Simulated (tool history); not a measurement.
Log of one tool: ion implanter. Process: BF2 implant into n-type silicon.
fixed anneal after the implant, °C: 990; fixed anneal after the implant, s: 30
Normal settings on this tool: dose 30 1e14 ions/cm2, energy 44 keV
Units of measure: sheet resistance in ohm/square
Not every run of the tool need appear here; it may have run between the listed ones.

run,day,dose,energy,wafers since the last listed run,hours since the last dose calibration,hours since the extraction supply was calibrated,hours since the gauge calibration,"read-back reference wafer on the same gauge, sheet resistance",sheet resistance
1,0,26.11,44,0,345.6,1652.6,1950.2,101.11,106.27
2,3.446,36.89,44,975,428.3,1735.3,2032.9,100.96,102.69
# day 4.146: gauge calibrated
# day 5.979: Faraday cup replaced and dose calibrated
3,13.096,36.89,44,2638,170.8,1966.9,214.8,101,103.7
4,15.717,30,44,742,233.7,2029.8,277.7,101.05,105.82
5,18.979,30,44,923,312,2108.1,356,100.94,104.78
6,23.388,30,44,1248,417.8,2213.9,461.8,101.04,106.13
# day 26.308: Faraday cup replaced and dose calibrated
7,27.75,30,44,1140,34.6,2318.6,566.5,101.05,105.74
8,30.592,30,44,804,102.8,2386.8,634.7,101.07,105.42
9,32.704,30,44,598,153.5,2437.5,685.4,100.91,105.77
10,36.621,27.91,44,1109,247.5,2531.5,779.4,100.96,105.71
# day 38.279: extraction supply calibrated
11,40.167,30,44,909,332.6,45.3,864.5,100.91,107.3
12,42.842,30,44,757,396.8,109.5,928.7,101.03,107.13
# day 45.396: Faraday cup replaced and dose calibrated
13,45.417,30,44,634,0.5,171.3,990.5,101.02,107.23
14,49.821,34.25,44,1247,106.2,277,1096.2,100.94,105.63
15,54.071,21.32,38,1203,208.2,379,1198.2,100.99,118.15
16,57.942,30,44,1096,301.1,471.9,1291.1,101.11,106.94
# day 59.875: extraction supply calibrated, repeated, since the last time left the tool worse
17,60.571,23.38,40,650,364.2,16.7,1354.2,100.96,111.71
18,66.404,23.11,57,1651,504.2,156.7,1494.2,100.98,91.61
# day 67.208: Faraday cup replaced and dose calibrated
19,70.371,37.03,54,1028,75.9,251.9,1589.4,100.93,91.19
20,72.075,30,44,482,116.8,292.8,1630.3,101.11,103.29
# day 79.333: gauge calibrated
21,79.342,30,44,2057,291.2,467.2,0.2,101.04,105.08
22,83.129,30,44,1072,382.1,558.1,91.1,101.08,105.32
23,86.312,30,44,901,458.5,634.5,167.5,100.99,103.49
# day 88.312: Faraday cup replaced and dose calibrated
24,88.567,24.54,54.5,543,6.1,688.6,221.6,101.07,93.39
25,90.871,21.2,56,652,61.4,743.9,276.9,100.98,93.92
26,96.008,24.06,33.5,1454,184.7,867.2,400.2,100.99,122.51
27,98.771,23.5,29.5,782,251,933.5,466.5,100.94,131.35
28,100.271,30,44,424,287,969.5,502.5,100.98,104.67
29,101.788,32.63,29,429,323.4,1005.9,538.9,101.05,129.59

Some steps in sheet resistance between neighbouring runs. How much of each would the tool show without its hidden state too (settings, what came in, random variation), and how much is left for the hidden state, with any gauge scatter that isn't in both results?
Hidden conditions of the tool in this case: deviation of the true dose from the Faraday cup's reading, %; deviation of the true energy from its setpoint, %; gauge reads high (%).
Run 10 -> 11: dose 27.91 -> 30, extraction supply calibrated. sheet resistance +1.59 ohm/square: hidden state +1.34, all else +0.25.
Run 16 -> 17: dose 30 -> 23.38, energy 44 -> 40, extraction supply calibrated, repeated, since the last time left the tool worse. sheet resistance +4.77 ohm/square: hidden state -3.25, all else +8.02.
Run 25 -> 26: dose 21.2 -> 24.06, energy 56 -> 33.5. sheet resistance +28.59 ohm/square: hidden state +0.14, all else +28.45.
Run 27 -> 28: dose 23.5 -> 30, energy 29.5 -> 44. sheet resistance -26.68 ohm/square: hidden state -0.02, all else -26.66.
